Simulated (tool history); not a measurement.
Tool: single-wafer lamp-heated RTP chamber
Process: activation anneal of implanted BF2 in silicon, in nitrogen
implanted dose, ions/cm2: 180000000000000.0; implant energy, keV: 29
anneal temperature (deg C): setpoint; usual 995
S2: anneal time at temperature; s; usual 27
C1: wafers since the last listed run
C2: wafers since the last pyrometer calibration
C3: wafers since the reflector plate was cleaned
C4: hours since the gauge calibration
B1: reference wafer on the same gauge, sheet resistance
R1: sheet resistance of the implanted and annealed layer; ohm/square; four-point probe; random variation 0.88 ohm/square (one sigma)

run 1 hour=0.0 | anneal_temperature_(deg_C)=995 S2=27 | C1=0 C2=5140 C3=7137 C4=1690.0 | B1=561.19 | R1=593.13
run 2 hour=25.6 | anneal_temperature_(deg_C)=995 S2=27 | C1=249 C2=5389 C3=7386 C4=1715.6 | B1=561.10 | R1=592.25
run 3 hour=139.5 | anneal_temperature_(deg_C)=984 S2=27 | C1=1108 C2=6497 C3=8495 C4=1829.5 | B1=561.24 | R1=597.71
run 4 hour=175.6 | anneal_temperature_(deg_C)=984 S2=27 | C1=351 C2=6849 C3=8846 C4=1865.6 | B1=561.84 | R1=597.50
run 5 hour=223.7 | anneal_temperature_(deg_C)=984 S2=27 | C1=468 C2=7317 C3=9314 C4=1913.7 | B1=562.06 | R1=597.52
-- hour=237.6 pyrometer window cleaned and pyrometer calibrated
run 6 hour=258.5 | anneal_temperature_(deg_C)=995 S2=27 | C1=260 C2=203 C3=9575 C4=1948.5 | B1=562.28 | R1=592.72
run 7 hour=287.5 | anneal_temperature_(deg_C)=979 S2=27 | C1=282 C2=485 C3=9857 C4=1977.5 | B1=562.50 | R1=601.27
run 8 hour=318.2 | anneal_temperature_(deg_C)=979 S2=27 | C1=298 C2=784 C3=10156 C4=2008.2 | B1=563.05 | R1=599.73
run 9 hour=349.2 | anneal_temperature_(deg_C)=979 S2=27 | C1=301 C2=1086 C3=10458 C4=2039.2 | B1=563.07 | R1=599.29
run 10 hour=395.6 | anneal_temperature_(deg_C)=977 S2=30 | C1=451 C2=1537 C3=10910 C4=2085.6 | B1=563.03 | R1=600.91
run 11 hour=450.4 | anneal_temperature_(deg_C)=995 S2=27 | C1=533 C2=2071 C3=11443 C4=2140.4 | B1=563.87 | R1=594.61
run 12 hour=480.3 | anneal_temperature_(deg_C)=995 S2=27 | C1=291 C2=2362 C3=11734 C4=2170.3 | B1=563.67 | R1=593.96
run 13 hour=548.1 | anneal_temperature_(deg_C)=995 S2=27 | C1=659 C2=3022 C3=12394 C4=2238.1 | B1=564.56 | R1=597.04
run 14 hour=607.7 | anneal_temperature_(deg_C)=995 S2=27 | C1=580 C2=3602 C3=12974 C4=2297.7 | B1=564.84 | R1=596.29
-- hour=685.0 reflector plate cleaned
run 15 hour=685.5 | anneal_temperature_(deg_C)=995 S2=27 | C1=679 C2=4281 C3=4 C4=2375.5 | B1=565.53 | R1=596.87
-- hour=714.8 gauge calibrated
run 16 hour=740.8 | anneal_temperature_(deg_C)=995 S2=27 | C1=538 C2=4819 C3=542 C4=26.0 | B1=554.74 | R1=584.69
run 17 hour=773.0 | anneal_temperature_(deg_C)=995 S2=23 | C1=313 C2=5133 C3=856 C4=58.2 | B1=554.72 | R1=587.33
run 18 hour=803.9 | anneal_temperature_(deg_C)=995 S2=27 | C1=300 C2=5433 C3=1157 C4=89.1 | B1=554.58 | R1=586.24
run 19 hour=869.2 | anneal_temperature_(deg_C)=995 S2=27 | C1=635 C2=6069 C3=1792 C4=154.4 | B1=554.92 | R1=585.62
run 20 hour=904.2 | anneal_temperature_(deg_C)=966 S2=27 | C1=340 C2=6409 C3=2133 C4=189.4 | B1=554.37 | R1=603.56
run 21 hour=961.6 | anneal_temperature_(deg_C)=1012 S2=36 | C1=558 C2=6968 C3=2691 C4=246.8 | B1=554.84 | R1=580.69
run 22 hour=1132.5 | anneal_temperature_(deg_C)=987 S2=38 | C1=1663 C2=8631 C3=4355 C4=417.7 | B1=555.24 | R1=585.06
-- hour=1179.8 pyrometer window cleaned and pyrometer calibrated
run 23 hour=1180.3 | anneal_temperature_(deg_C)=995 S2=27 | C1=387 C2=5 C3=4742 C4=465.5 | B1=555.39 | R1=587.53
run 24 hour=1204.0 | anneal_temperature_(deg_C)=1005 S2=40 | C1=230 C2=235 C3=4973 C4=489.2 | B1=555.00 | R1=581.07
run 25 hour=1265.5 | anneal_temperature_(deg_C)=995 S2=27 | C1=598 C2=834 C3=5571 C4=550.7 | B1=555.36 | R1=587.43
run 26 hour=1309.5 | anneal_temperature_(deg_C)=978 S2=31 | C1=428 C2=1262 C3=6000 C4=594.7 | B1=555.72 | R1=592.56
run 27 hour=1357.5 | anneal_temperature_(deg_C)=1012 S2=34 | C1=467 C2=1729 C3=6467 C4=642.7 | B1=555.43 | R1=582.25
run 28 hour=1410.5 | anneal_temperature_(deg_C)=1023 S2=41 | C1=515 C2=2245 C3=6983 C4=695.7 | B1=555.48 | R1=579.51
run 29 hour=1447.5 | anneal_temperature_(deg_C)=965 S2=40 | C1=360 C2=2605 C3=7343 C4=732.7 | B1=555.38 | R1=599.86
run 30 hour=1479.7 | anneal_temperature_(deg_C)=995 S2=27 | C1=313 C2=2918 C3=7656 C4=764.9 | B1=555.81 | R1=587.72
run 31 hour=1506.2 | anneal_temperature_(deg_C)=971 S2=18 | C1=257 C2=3176 C3=7914 C4=791.4 | B1=555.96 | R1=602.33
run 32 hour=1560.4 | anneal_temperature_(deg_C)=1020 S2=18 | C1=527 C2=3704 C3=8441 C4=845.6 | B1=555.79 | R1=585.23
run 33 hour=1623.6 | anneal_temperature_(deg_C)=995 S2=27 | C1=615 C2=4319 C3=9057 C4=908.8 | B1=556.44 | R1=588.12
run 34 hour=1678.7 | anneal_temperature_(deg_C)=995 S2=27 | C1=536 C2=4855 C3=9593 C4=963.9 | B1=556.44 | R1=587.05
run 35 hour=1724.9 | anneal_temperature_(deg_C)=995 S2=27 | C1=449 C2=5305 C3=10043 C4=1010.1 | B1=556.11 | R1=588.89
run 36 hour=1787.4 | anneal_temperature_(deg_C)=995 S2=37 | C1=608 C2=5913 C3=10651 C4=1072.6 | B1=556.37 | R1=586.83
-- hour=1862.2 reflector plate cleaned
run 37 hour=1862.7 | anneal_temperature_(deg_C)=1007 S2=40 | C1=655 C2=6568 C3=5 C4=1147.9 | B1=557.10 | R1=583.23
run 38 hour=1888.5 | anneal_temperature_(deg_C)=1009 S2=37 | C1=251 C2=6819 C3=256 C4=1173.7 | B1=556.76 | R1=582.98

3 ways to go on from here, each from the tool as it stands after run 38. What would each give?
run A hour=1888.9 | anneal_temperature_(deg_C)=995 S2=17 | C1=3 C2=6823 C3=260 C4=1174.1 | B1=? | R1=?
run B hour=1888.9 | anneal_temperature_(deg_C)=1017 S2=27 | C1=3 C2=6823 C3=260 C4=1174.1 | B1=? | R1=?
run C hour=1888.9 | anneal_temperature_(deg_C)=978 S2=19 | C1=3 C2=6823 C3=260 C4=1174.1 | B1=? | R1=?

run=A B1=557.09 R1=591.48
run=B B1=557.09 R1=584.48
run=C B1=557.09 R1=597.79
Without the tool's hidden state the same runs would have given:
run=A R1=589.21
run=B R1=582.25
run=C R1=595.50
